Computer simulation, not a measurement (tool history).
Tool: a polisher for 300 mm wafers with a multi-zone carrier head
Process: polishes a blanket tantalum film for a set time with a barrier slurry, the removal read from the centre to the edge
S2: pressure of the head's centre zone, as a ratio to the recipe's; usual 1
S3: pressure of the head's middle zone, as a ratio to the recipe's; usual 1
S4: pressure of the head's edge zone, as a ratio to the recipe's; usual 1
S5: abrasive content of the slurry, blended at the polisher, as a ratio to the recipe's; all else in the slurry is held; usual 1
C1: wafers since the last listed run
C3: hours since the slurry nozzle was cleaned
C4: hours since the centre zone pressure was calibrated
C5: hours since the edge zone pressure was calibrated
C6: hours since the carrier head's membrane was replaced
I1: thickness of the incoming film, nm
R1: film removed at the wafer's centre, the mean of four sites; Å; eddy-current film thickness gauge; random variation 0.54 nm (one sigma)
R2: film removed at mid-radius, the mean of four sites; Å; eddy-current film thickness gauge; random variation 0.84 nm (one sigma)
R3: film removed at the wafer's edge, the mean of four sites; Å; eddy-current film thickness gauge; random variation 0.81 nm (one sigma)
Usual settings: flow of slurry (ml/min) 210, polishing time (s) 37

Run 1, hour 0: usual settings; C1 0; wafers polished on this pad 564; C3 443.6; C4 776.1; C5 1141.5; C6 684.1; I1 323.6. Result: R1 560 Å, R2 521 Å, R3 517 Å.
Run 2, hour 14: usual settings but flow of slurry (ml/min) 165; C1 85; wafers polished on this pad 649; C3 457.6; C4 790.1; C5 1155.5; C6 698.1; I1 322.7. Result: R1 515 Å, R2 485 Å, R3 498 Å.
Run 3, hour 38: usual settings but flow of slurry (ml/min) 165; C1 146; wafers polished on this pad 796; C3 481.6; C4 814.1; C5 1179.5; C6 722.1; I1 317.2. Result: R1 522 Å, R2 486 Å, R3 487 Å.
At hour 45.2: worn pad replaced by a new one.
Run 4, hour 64.3: usual settings but S3 1.07; C1 136; wafers polished on this pad 116; C3 507.9; C4 840.4; C5 1205.8; C6 748.4; I1 323.8. Result: R1 563 Å, R2 540 Å, R3 516 Å.
At hour 77.2: slurry nozzle cleaned.
Run 5, hour 85.7: usual settings; C1 124; wafers polished on this pad 240; C3 8.5; C4 861.8; C5 1227.2; C6 769.8; I1 315.2. Result: R1 613 Å, R2 569 Å, R3 550 Å.
Run 6, hour 121.5: usual settings; C1 218; wafers polished on this pad 459; C3 44.3; C4 897.6; C5 1263; C6 805.6; I1 320.1. Result: R1 612 Å, R2 554 Å, R3 553 Å.
Run 7, hour 137.1: usual settings; C1 95; wafers polished on this pad 554; C3 59.9; C4 913.2; C5 1278.6; C6 821.2; I1 316.5. Result: R1 611 Å, R2 553 Å, R3 538 Å.
Run 8, hour 157.2: usual settings but S4 0.89; C1 122; wafers polished on this pad 676; C3 80; C4 933.3; C5 1298.7; C6 841.3; I1 325. Result: R1 598 Å, R2 572 Å, R3 531 Å.
Run 9, hour 184.8: usual settings; C1 168; wafers polished on this pad 845; C3 107.6; C4 960.9; C5 1326.3; C6 868.9; I1 322.3. Result: R1 602 Å, R2 559 Å, R3 538 Å.
At hour 218.4: worn pad replaced by a new one.
At hour 221.8: edge zone pressure recalibrated.
Run 10, hour 255.1: usual settings but S3 0.91, S5 1.2; C1 392; wafers polished on this pad 211; C3 177.9; C4 1031.2; C5 33.3; C6 939.2; I1 314.8. Result: R1 627 Å, R2 552 Å, R3 573 Å.
At hour 291.8: carrier head's membrane replaced by a new one.
Run 11, hour 292.3: usual settings but polishing time (s) 29; C1 196; wafers polished on this pad 407; C3 215.1; C4 1068.4; C5 70.5; C6 0.5; I1 314.9. Result: R1 468 Å, R2 427 Å, R3 424 Å.
Run 12, hour 306.4: usual settings; C1 85; wafers polished on this pad 493; C3 229.2; C4 1082.5; C5 84.6; C6 14.6; I1 317.2. Result: R1 599 Å, R2 547 Å, R3 516 Å.
Run 13, hour 324.9: usual settings; C1 112; wafers polished on this pad 606; C3 247.7; C4 1101; C5 103.1; C6 33.1; I1 319.6. Result: R1 585 Å, R2 557 Å, R3 526 Å.
Run 14, hour 345: usual settings but S2 1.08; C1 122; wafers polished on this pad 729; C3 267.8; C4 1121.1; C5 123.2; C6 53.2; I1 316.9. Result: R1 635 Å, R2 544 Å, R3 521 Å.
At hour 362.6: centre zone pressure recalibrated.
Run 15, hour 363.1: usual settings but S4 0.91; C1 98; wafers polished on this pad 827; C3 285.9; C4 0.5; C5 141.3; C6 71.3; I1 316.5. Result: R1 511 Å, R2 534 Å, R3 507 Å.
At hour 384.3: worn pad replaced by a new one.
Run 16, hour 397.7: usual settings but S2 1.06, S5 0.7; C1 186; wafers polished on this pad 81; C3 320.5; C4 35.1; C5 175.9; C6 105.9; I1 319.9. Result: R1 464 Å, R2 455 Å, R3 450 Å.
Run 17, hour 421.4: usual settings but flow of slurry (ml/min) 170; C1 144; wafers polished on this pad 226; C3 344.2; C4 58.8; C5 199.6; C6 129.6; I1 320.3. Result: R1 486 Å, R2 505 Å, R3 503 Å.
Run 18, hour 435.6: usual settings; C1 86; wafers polished on this pad 312; C3 358.4; C4 73; C5 213.8; C6 143.8; I1 318.1. Result: R1 531 Å, R2 548 Å, R3 521 Å.
Run 19, hour 452.1: usual settings but flow of slurry (ml/min) 185, S3 0.9, S5 0.8; C1 100; wafers polished on this pad 413; C3 374.9; C4 89.5; C5 230.3; C6 160.3; I1 316.8. Result: R1 449 Å, R2 441 Å, R3 464 Å.
Run 20, hour 480.4: usual settings but S5 1.25; C1 172; wafers polished on this pad 585; C3 403.2; C4 117.8; C5 258.6; C6 188.6; I1 318.9. Result: R1 556 Å, R2 584 Å, R3 559 Å.
Run 21, hour 499.7: usual settings but flow of slurry (ml/min) 275, S2 0.95, S5 0.85, polishing time (s) 33; C1 117; wafers polished on this pad 703; C3 422.5; C4 137.1; C5 277.9; C6 207.9; I1 322.6. Result: R1 438 Å, R2 469 Å, R3 451 Å.
Run 22, hour 528.5: usual settings; C1 175; wafers polished on this pad 879; C3 451.3; C4 165.9; C5 306.7; C6 236.7; I1 323.9. Result: R1 525 Å, R2 540 Å, R3 517 Å.
At hour 557.2: worn pad replaced by a new one.
Run 23, hour 557.7: usual settings; C1 153; wafers polished on this pad 3; C3 480.5; C4 195.1; C5 335.9; C6 265.9; I1 318. Result: R1 528 Å, R2 523 Å, R3 517 Å.

Measured less the same run without the tool's hidden state. The same run-to-run variation is in both; the gauge's scatter may not be:
The hidden state here: removal rate lost through wear of the pad, %; slurry flow missing at the pad, %; deviation of the centre zone's pressure from its setpoint, %; deviation of the edge zone's pressure from its setpoint, %.
run   R1   R2   R3
  1   -1  -52  -36
  2  -19  -64  -44
  3  -20  -64  -44
  4   -3  -56  -38
  5  +59   -2   -2
  6  +54   -8   -6
  7  +52  -10   -7
  8  +48  -13   -9
  9  +44  -16  -11
 10  +38  -25  -19
 11  +25  -22  -16
 12  +31  -30  -20
 13  +29  -32  -22
 14  +30  -33  -23
 15  -46  -34  -22
 16  -39  -30  -21
 17  -49  -44  -31
 18  -42  -39  -27
 19  -40  -37  -28
 20  -40  -44  -30
 21  -20  -27  -19
 22  -34  -43  -29
 23  -32  -42  -30
